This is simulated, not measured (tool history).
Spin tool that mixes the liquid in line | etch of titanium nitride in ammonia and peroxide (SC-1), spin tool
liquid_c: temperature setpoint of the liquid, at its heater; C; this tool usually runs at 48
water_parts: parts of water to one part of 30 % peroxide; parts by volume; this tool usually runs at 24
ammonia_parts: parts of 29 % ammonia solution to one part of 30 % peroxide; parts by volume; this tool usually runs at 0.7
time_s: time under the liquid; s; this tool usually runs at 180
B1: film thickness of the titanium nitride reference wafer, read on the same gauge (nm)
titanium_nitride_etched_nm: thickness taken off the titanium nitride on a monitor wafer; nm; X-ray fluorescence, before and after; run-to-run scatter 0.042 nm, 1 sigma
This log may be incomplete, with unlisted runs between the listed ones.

run 1 hour=0 | liquid_c=48 water_parts=24 ammonia_parts=0.7 time_s=180 | B1=69.97 | titanium_nitride_etched_nm=4.133
run 2 hour=20.4 | liquid_c=48 water_parts=24 ammonia_parts=0.7 time_s=180 | B1=69.992 | titanium_nitride_etched_nm=4.102
run 3 hour=44.3 | liquid_c=48 water_parts=24 ammonia_parts=0.7 time_s=180 | B1=70.017 | titanium_nitride_etched_nm=4.071
run 4 hour=59.6 | liquid_c=48 water_parts=24 ammonia_parts=0.7 time_s=180 | B1=70.013 | titanium_nitride_etched_nm=4.072
run 5 hour=78.6 | liquid_c=48 water_parts=24 ammonia_parts=0.7 time_s=180 | B1=70.011 | titanium_nitride_etched_nm=4.165
run 6 hour=94.6 | liquid_c=48 water_parts=24 ammonia_parts=0.8 time_s=180 | B1=70.033 | titanium_nitride_etched_nm=4.268
run 7 hour=126.6 | liquid_c=48 water_parts=24 ammonia_parts=0.7 time_s=180 | B1=70.035 | titanium_nitride_etched_nm=4.158
run 8 hour=156.5 | liquid_c=48 water_parts=24 ammonia_parts=0.7 time_s=180 | B1=69.942 | titanium_nitride_etched_nm=4.069
run 9 hour=180.5 | liquid_c=48 water_parts=24 ammonia_parts=0.7 time_s=180 | B1=70.01 | titanium_nitride_etched_nm=4.041
-- hour=197.3 ammonia flow meter replaced
run 10 hour=215.4 | liquid_c=48 water_parts=24 ammonia_parts=0.7 time_s=180 | B1=69.999 | titanium_nitride_etched_nm=4.077
-- hour=218.9 thermometer replaced
-- hour=236.4 new drum of ammonia solution connected
run 11 hour=239.2 | liquid_c=48 water_parts=24 ammonia_parts=0.7 time_s=180 | B1=70.026 | titanium_nitride_etched_nm=3.367
-- hour=252.1 gauge calibrated
run 12 hour=258.5 | liquid_c=41.5 water_parts=24 ammonia_parts=0.7 time_s=255 | B1=69.979 | titanium_nitride_etched_nm=2.959
run 13 hour=287 | liquid_c=48 water_parts=24 ammonia_parts=0.7 time_s=180 | B1=70.013 | titanium_nitride_etched_nm=3.374
-- hour=288.8 heated supply line repaired
run 14 hour=311.5 | liquid_c=48 water_parts=19 ammonia_parts=0.5 time_s=275 | B1=70.017 | titanium_nitride_etched_nm=7.645
run 15 hour=327.3 | liquid_c=42.5 water_parts=28.5 ammonia_parts=0.5 time_s=225 | B1=69.953 | titanium_nitride_etched_nm=3.363
run 16 hour=362.5 | liquid_c=48 water_parts=14.5 ammonia_parts=0.7 time_s=180 | B1=69.956 | titanium_nitride_etched_nm=6.073

Run 17 has not been measured yet. What should we expect?
run 17 hour=388.6 | liquid_c=48 water_parts=24 ammonia_parts=0.7 time_s=285 | B1=? | titanium_nitride_etched_nm=?

Logged for run 17: B1 69.992, titanium_nitride_etched_nm 7.445 nm.
On a tool with no hidden condition, and with the same random variation, this run would have come out at titanium_nitride_etched_nm 7.451 nm.
